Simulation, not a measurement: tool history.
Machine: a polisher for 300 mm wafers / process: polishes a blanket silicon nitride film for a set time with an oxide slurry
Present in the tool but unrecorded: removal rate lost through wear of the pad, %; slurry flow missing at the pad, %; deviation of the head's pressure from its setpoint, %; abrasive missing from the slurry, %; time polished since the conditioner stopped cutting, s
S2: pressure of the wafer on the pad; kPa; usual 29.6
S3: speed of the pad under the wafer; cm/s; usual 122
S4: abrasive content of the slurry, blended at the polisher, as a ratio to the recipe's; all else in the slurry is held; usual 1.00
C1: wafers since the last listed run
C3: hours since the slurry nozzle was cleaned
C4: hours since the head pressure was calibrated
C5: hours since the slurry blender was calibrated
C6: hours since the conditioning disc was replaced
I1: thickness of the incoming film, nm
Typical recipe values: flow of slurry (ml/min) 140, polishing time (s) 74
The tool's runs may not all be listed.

{"run": 1, "hour": 0.0, "flow of slurry (ml/min)": 140, "S2": 33.8, "S3": 122, "S4": 1.0, "polishing time (s)": 74, "C1": 0, "wafers polished on this pad": 3397, "C3": 160.4, "C4": 817.7, "C5": 126.9, "C6": 242.9, "I1": 388.8, "film removed (Å)": 699}
{"run": 2, "hour": 39.4, "flow of slurry (ml/min)": 140, "S2": 33.8, "S3": 122, "S4": 1.0, "polishing time (s)": 74, "C1": 472, "wafers polished on this pad": 3869, "C3": 199.8, "C4": 857.1, "C5": 166.3, "C6": 282.3, "I1": 385.1, "film removed (Å)": 697}
{"run": 3, "hour": 135.2, "flow of slurry (ml/min)": 180, "S2": 29.6, "S3": 122, "S4": 0.75, "polishing time (s)": 74, "C1": 1147, "wafers polished on this pad": 5017, "C3": 295.6, "C4": 952.9, "C5": 262.1, "C6": 378.1, "I1": 382.6, "film removed (Å)": 492}
{"run": 4, "hour": 177.8, "flow of slurry (ml/min)": 140, "S2": 29.6, "S3": 122, "S4": 1.0, "polishing time (s)": 74, "C1": 510, "wafers polished on this pad": 5527, "C3": 338.2, "C4": 995.5, "C5": 304.7, "C6": 420.7, "I1": 386.5, "film removed (Å)": 599}
{"run": 5, "hour": 233.0, "flow of slurry (ml/min)": 140, "S2": 29.6, "S3": 122, "S4": 1.0, "polishing time (s)": 74, "C1": 661, "wafers polished on this pad": 6188, "C3": 393.4, "C4": 1050.7, "C5": 359.9, "C6": 475.9, "I1": 393.2, "film removed (Å)": 597}
{"run": 6, "hour": 279.0, "flow of slurry (ml/min)": 140, "S2": 29.6, "S3": 122, "S4": 1.0, "polishing time (s)": 62, "C1": 551, "wafers polished on this pad": 6740, "C3": 439.4, "C4": 1096.7, "C5": 405.9, "C6": 521.9, "I1": 381.7, "film removed (Å)": 492}
{"hour": 288.8, "done": "head pressure recalibrated"}
{"run": 7, "hour": 328.9, "flow of slurry (ml/min)": 165, "S2": 33.8, "S3": 144, "S4": 1.0, "polishing time (s)": 74, "C1": 573, "wafers polished on this pad": 7314, "C3": 489.3, "C4": 40.1, "C5": 455.8, "C6": 571.8, "I1": 388.8, "film removed (Å)": 764}
{"hour": 392.2, "done": "worn pad replaced by a new one"}
{"hour": 393.8, "done": "conditioning disc replaced and pad reconditioned"}
{"run": 8, "hour": 394.3, "flow of slurry (ml/min)": 180, "S2": 29.6, "S3": 122, "S4": 1.15, "polishing time (s)": 74, "C1": 717, "wafers polished on this pad": 6, "C3": 554.7, "C4": 105.5, "C5": 521.2, "C6": 0.5, "I1": 387.0, "film removed (Å)": 741}
{"run": 9, "hour": 452.1, "flow of slurry (ml/min)": 140, "S2": 29.6, "S3": 110, "S4": 1.0, "polishing time (s)": 74, "C1": 692, "wafers polished on this pad": 698, "C3": 612.5, "C4": 163.3, "C5": 579.0, "C6": 58.3, "I1": 394.9, "film removed (Å)": 583}
{"hour": 485.7, "done": "slurry nozzle cleaned"}
{"hour": 489.5, "done": "slurry blender recalibrated"}
{"run": 10, "hour": 540.0, "flow of slurry (ml/min)": 110, "S2": 29.6, "S3": 80, "S4": 1.0, "polishing time (s)": 74, "C1": 1017, "wafers polished on this pad": 1716, "C3": 54.3, "C4": 251.2, "C5": 50.5, "C6": 146.2, "I1": 388.7, "film removed (Å)": 439}
{"run": 11, "hour": 587.1, "flow of slurry (ml/min)": 140, "S2": 29.6, "S3": 122, "S4": 1.0, "polishing time (s)": 81, "C1": 564, "wafers polished on this pad": 2280, "C3": 101.4, "C4": 298.3, "C5": 97.6, "C6": 193.3, "I1": 393.8, "film removed (Å)": 684}
{"run": 12, "hour": 637.7, "flow of slurry (ml/min)": 140, "S2": 33.8, "S3": 122, "S4": 1.0, "polishing time (s)": 74, "C1": 606, "wafers polished on this pad": 2886, "C3": 152.0, "C4": 348.9, "C5": 148.2, "C6": 243.9, "I1": 387.2, "film removed (Å)": 694}
{"run": 13, "hour": 690.5, "flow of slurry (ml/min)": 140, "S2": 21.4, "S3": 122, "S4": 1.0, "polishing time (s)": 49, "C1": 632, "wafers polished on this pad": 3519, "C3": 204.8, "C4": 401.7, "C5": 201.0, "C6": 296.7, "I1": 391.9, "film removed (Å)": 302}
{"run": 14, "hour": 749.7, "flow of slurry (ml/min)": 140, "S2": 32.4, "S3": 122, "S4": 1.0, "polishing time (s)": 74, "C1": 709, "wafers polished on this pad": 4228, "C3": 264.0, "C4": 460.9, "C5": 260.2, "C6": 355.9, "I1": 382.9, "film removed (Å)": 659}
{"run": 15, "hour": 990.4, "flow of slurry (ml/min)": 140, "S2": 25.5, "S3": 122, "S4": 0.75, "polishing time (s)": 74, "C1": 2884, "wafers polished on this pad": 7113, "C3": 504.7, "C4": 701.6, "C5": 500.9, "C6": 596.6, "I1": 390.5, "film removed (Å)": 407}
{"hour": 1006.9, "done": "conditioning disc replaced and pad reconditioned"}
{"hour": 1043.5, "done": "worn pad replaced by a new one"}
{"run": 16, "hour": 1060.9, "flow of slurry (ml/min)": 140, "S2": 39.3, "S3": 156, "S4": 0.8, "polishing time (s)": 83, "C1": 772, "wafers polished on this pad": 208, "C3": 575.2, "C4": 772.1, "C5": 571.4, "C6": 54.0, "I1": 387.6, "film removed (Å)": 967}
{"hour": 1078.7, "done": "slurry blender recalibrated"}
{"run": 17, "hour": 1140.7, "flow of slurry (ml/min)": 140, "S2": 29.6, "S3": 122, "S4": 1.0, "polishing time (s)": 74, "C1": 932, "wafers polished on this pad": 1141, "C3": 655.0, "C4": 851.9, "C5": 62.0, "C6": 133.8, "I1": 392.1, "film removed (Å)": 627}
{"hour": 1168.8, "done": "slurry nozzle cleaned"}
{"hour": 1211.8, "done": "head pressure recalibrated"}
{"run": 18, "hour": 1376.9, "flow of slurry (ml/min)": 140, "S2": 34.5, "S3": 140, "S4": 1.0, "polishing time (s)": 74, "C1": 2794, "wafers polished on this pad": 3935, "C3": 208.1, "C4": 165.1, "C5": 298.2, "C6": 370.0, "I1": 389.3, "film removed (Å)": 770}
{"run": 19, "hour": 1462.1, "flow of slurry (ml/min)": 140, "S2": 29.6, "S3": 136, "S4": 1.0, "polishing time (s)": 82, "C1": 1020, "wafers polished on this pad": 4956, "C3": 293.3, "C4": 250.3, "C5": 383.4, "C6": 455.2, "I1": 383.1, "film removed (Å)": 730}
{"run": 20, "hour": 1515.5, "flow of slurry (ml/min)": 115, "S2": 29.6, "S3": 154, "S4": 0.9, "polishing time (s)": 74, "C1": 639, "wafers polished on this pad": 5596, "C3": 346.7, "C4": 303.7, "C5": 436.8, "C6": 508.6, "I1": 386.7, "film removed (Å)": 649}
{"run": 21, "hour": 1592.3, "flow of slurry (ml/min)": 140, "S2": 32.4, "S3": 122, "S4": 1.0, "polishing time (s)": 74, "C1": 920, "wafers polished on this pad": 6516, "C3": 423.5, "C4": 380.5, "C5": 513.6, "C6": 585.4, "I1": 397.5, "film removed (Å)": 649}
{"hour": 1643.7, "done": "worn pad replaced by a new one"}
{"run": 22, "hour": 1660.6, "flow of slurry (ml/min)": 140, "S2": 29.6, "S3": 146, "S4": 1.0, "polishing time (s)": 74, "C1": 770, "wafers polished on this pad": 202, "C3": 491.8, "C4": 448.8, "C5": 581.9, "C6": 653.7, "I1": 392.6, "film removed (Å)": 679}
{"hour": 1703.7, "done": "slurry blender recalibrated"}
{"run": 23, "hour": 1722.5, "flow of slurry (ml/min)": 140, "S2": 37.9, "S3": 122, "S4": 1.0, "polishing time (s)": 74, "C1": 717, "wafers polished on this pad": 920, "C3": 553.7, "C4": 510.7, "C5": 18.8, "C6": 715.6, "I1": 390.3, "film removed (Å)": 757}
{"hour": 1742.3, "done": "slurry nozzle cleaned"}
{"hour": 1762.3, "done": "conditioning disc replaced and pad reconditioned"}
{"run": 24, "hour": 1798.3, "flow of slurry (ml/min)": 90, "S2": 20.0, "S3": 122, "S4": 1.0, "polishing time (s)": 74, "C1": 872, "wafers polished on this pad": 1792, "C3": 56.0, "C4": 586.5, "C5": 94.6, "C6": 36.0, "I1": 392.1, "film removed (Å)": 414}
{"run": 25, "hour": 1854.8, "flow of slurry (ml/min)": 125, "S2": 24.8, "S3": 122, "S4": 0.75, "polishing time (s)": 59, "C1": 677, "wafers polished on this pad": 2469, "C3": 112.5, "C4": 643.0, "C5": 151.1, "C6": 92.5, "I1": 387.6, "film removed (Å)": 333}
{"run": 26, "hour": 1899.8, "flow of slurry (ml/min)": 140, "S2": 29.6, "S3": 122, "S4": 1.0, "polishing time (s)": 74, "C1": 539, "wafers polished on this pad": 3009, "C3": 157.5, "C4": 688.0, "C5": 196.1, "C6": 137.5, "I1": 389.1, "film removed (Å)": 621}

Alternative continuations, all from the tool just after run 26; predict every row:
{"run": "A", "hour": 1900.2, "flow of slurry (ml/min)": 140, "S2": 40.0, "S3": 122, "S4": 1.0, "polishing time (s)": 74, "C1": 4, "wafers polished on this pad": 3013, "C3": 157.9, "C4": 688.4, "C5": 196.5, "C6": 137.9, "I1": 397.8, "film removed (Å)": "?"}
{"run": "B", "hour": 1900.2, "flow of slurry (ml/min)": 185, "S2": 22.8, "S3": 122, "S4": 0.7, "polishing time (s)": 83, "C1": 4, "wafers polished on this pad": 3013, "C3": 157.9, "C4": 688.4, "C5": 196.5, "C6": 137.9, "I1": 397.8, "film removed (Å)": "?"}
{"run": "C", "hour": 1900.2, "flow of slurry (ml/min)": 100, "S2": 37.9, "S3": 94, "S4": 1.0, "polishing time (s)": 74, "C1": 4, "wafers polished on this pad": 3013, "C3": 157.9, "C4": 688.4, "C5": 196.5, "C6": 137.9, "I1": 397.8, "film removed (Å)": "?"}

run=A film_removed_(Å)=822
run=B film_removed_(Å)=406
run=C film_removed_(Å)=616
Stripped of hidden state, with their random variation kept, the same runs would have yielded:
run=A film_removed_(Å)=884
run=B film_removed_(Å)=424
run=C film_removed_(Å)=651

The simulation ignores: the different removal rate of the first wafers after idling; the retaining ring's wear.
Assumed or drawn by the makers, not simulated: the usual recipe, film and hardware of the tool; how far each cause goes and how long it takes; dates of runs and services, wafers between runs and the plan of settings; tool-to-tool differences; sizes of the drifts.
